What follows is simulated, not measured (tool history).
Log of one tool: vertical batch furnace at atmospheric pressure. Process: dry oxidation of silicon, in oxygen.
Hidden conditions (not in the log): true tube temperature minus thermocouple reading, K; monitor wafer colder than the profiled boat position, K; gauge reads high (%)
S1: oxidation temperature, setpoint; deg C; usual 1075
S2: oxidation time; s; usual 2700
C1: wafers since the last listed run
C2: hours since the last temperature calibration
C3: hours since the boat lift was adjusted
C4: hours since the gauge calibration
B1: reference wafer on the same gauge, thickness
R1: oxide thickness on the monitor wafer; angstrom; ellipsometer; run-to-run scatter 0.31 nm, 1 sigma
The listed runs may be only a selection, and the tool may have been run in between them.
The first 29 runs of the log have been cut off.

run    hour    S1    S2   C1     C2     C3     C4     B1      R1
 30   793.5  1086  2010  234  561.4  276.9  112.9  78.42   729.9
 31   817.6  1064  2700  216  585.5  301.0  137.0  78.42   763.9
 32   841.7  1055  1590  216  609.6  325.1  161.1  78.51   516.4
 33   868.8  1054  2010  244  636.7  352.2  188.2  78.43   589.5
 34   888.4  1054  2700  176  656.3  371.8  207.8  78.57   709.0
 35   912.0  1051  3810  212  679.9  395.4  231.4  78.36   875.1
 36   929.4  1084  2250  156  697.3  412.8  248.8  78.46   771.8
 37   956.5  1075  3120  244  724.4  439.9  275.9  78.37   891.1
 38   981.1  1075  2700  221  749.0  464.5  300.5  78.18   812.1
 39   997.7  1088  1530  149  765.6  481.1  317.1  78.22   622.8
 40  1027.5  1093  3300  268  795.4  510.9  346.9  78.41  1038.8

Alternative continuations, all from the tool just after run 40; predict every row:
  A  1032.8  1075  1710  47  800.7  516.2  352.2   ?   ?
  B  1032.8  1098  3060  47  800.7  516.2  352.2   ?   ?
  C  1032.8  1059  2700  47  800.7  516.2  352.2   ?   ?

run     B1      R1
  A  78.41   608.5
  B  78.41  1027.5
  C  78.41   735.2
With no hidden state in the tool, these same runs would have given:
run      R1
  A   618.4
  B  1042.7
  C   745.8
